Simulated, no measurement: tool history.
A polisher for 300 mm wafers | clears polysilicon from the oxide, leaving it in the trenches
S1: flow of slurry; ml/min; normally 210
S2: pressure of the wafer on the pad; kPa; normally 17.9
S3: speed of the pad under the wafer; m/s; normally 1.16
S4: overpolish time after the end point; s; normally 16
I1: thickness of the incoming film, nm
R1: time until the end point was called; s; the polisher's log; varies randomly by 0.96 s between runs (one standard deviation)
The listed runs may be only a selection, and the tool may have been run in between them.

{"run": 1, "hour": 0.0, "S1": 210, "S2": 17.9, "S3": 1.16, "S4": 16, "I1": 788, "R1": 52.9}
{"run": 2, "hour": 11.4, "S1": 210, "S2": 17.9, "S3": 1.16, "S4": 16, "I1": 780.1, "R1": 54.2}
{"run": 3, "hour": 30.5, "S1": 210, "S2": 17.9, "S3": 1.16, "S4": 16, "I1": 782.6, "R1": 48.9}
{"run": 4, "hour": 43.9, "S1": 210, "S2": 17.9, "S3": 1.16, "S4": 16, "I1": 771.8, "R1": 50.4}
{"run": 5, "hour": 53.9, "S1": 210, "S2": 17.9, "S3": 1.16, "S4": 16, "I1": 782.5, "R1": 49}
{"run": 6, "hour": 61.1, "S1": 210, "S2": 17.9, "S3": 1.16, "S4": 16, "I1": 793, "R1": 51.5}
{"run": 7, "hour": 68.0, "S1": 210, "S2": 22.1, "S3": 1.16, "S4": 16, "I1": 770.1, "R1": 41.3}
{"run": 8, "hour": 79.7, "S1": 210, "S2": 22.1, "S3": 1.16, "S4": 16, "I1": 790.3, "R1": 41.6}
{"run": 9, "hour": 91.3, "S1": 210, "S2": 22.1, "S3": 1.16, "S4": 16, "I1": 794.7, "R1": 43.9}
{"run": 10, "hour": 103.0, "S1": 210, "S2": 17.9, "S3": 1.16, "S4": 16, "I1": 796.4, "R1": 51.1}
{"run": 11, "hour": 107.2, "S1": 210, "S2": 15.9, "S3": 0.98, "S4": 16, "I1": 783.1, "R1": 67.9}
{"run": 12, "hour": 116.5, "S1": 210, "S2": 20.7, "S3": 0.88, "S4": 16, "I1": 792.4, "R1": 55.8}
{"run": 13, "hour": 131.2, "S1": 210, "S2": 14.5, "S3": 1.5, "S4": 16, "I1": 775.8, "R1": 50.2}
{"run": 14, "hour": 140.6, "S1": 145, "S2": 17.9, "S3": 1.16, "S4": 10, "I1": 780.7, "R1": 54.5}
{"run": 15, "hour": 155.9, "S1": 190, "S2": 24.1, "S3": 0.92, "S4": 12, "I1": 791.7, "R1": 49.4}
{"run": 16, "hour": 167.1, "S1": 210, "S2": 17.9, "S3": 1.04, "S4": 24, "I1": 771.6, "R1": 58.2}
{"run": 17, "hour": 182.3, "S1": 210, "S2": 17.9, "S3": 1.16, "S4": 16, "I1": 778.1, "R1": 49.3}
{"run": 18, "hour": 199.4, "S1": 210, "S2": 17.9, "S3": 1.16, "S4": 7, "I1": 792, "R1": 51.4}

Put back what was entered between runs (5 entries, withheld): which listed runs does each sit between, and how does the hidden state differ from the listed run before to the listed run after?
Runs 2 to 3: worn pad replaced by a new one (hour 30)
  removal rate lost through wear of the pad, %: 9.76 -> 0.136
  measured minus no-state result, R1: +5.3 -> +0 s
Runs 9 to 10: head pressure recalibrated (hour 97.2); worn pad replaced by a new one (hour 102.5)
  removal rate lost through wear of the pad, %: 7.36 -> 0.432
  measured minus no-state result, R1: +3.2 -> +0.2 s
Runs 13 to 14: slurry nozzle cleaned (hour 132.5)
  removal rate lost through wear of the pad, %: 2.02 -> 3.22
  measured minus no-state result, R1: +1 -> +1.7 s
Runs 16 to 17: worn pad replaced by a new one (hour 176)
  removal rate lost through wear of the pad, %: 8.45 -> 0.937
  measured minus no-state result, R1: +4.9 -> +0.5 s
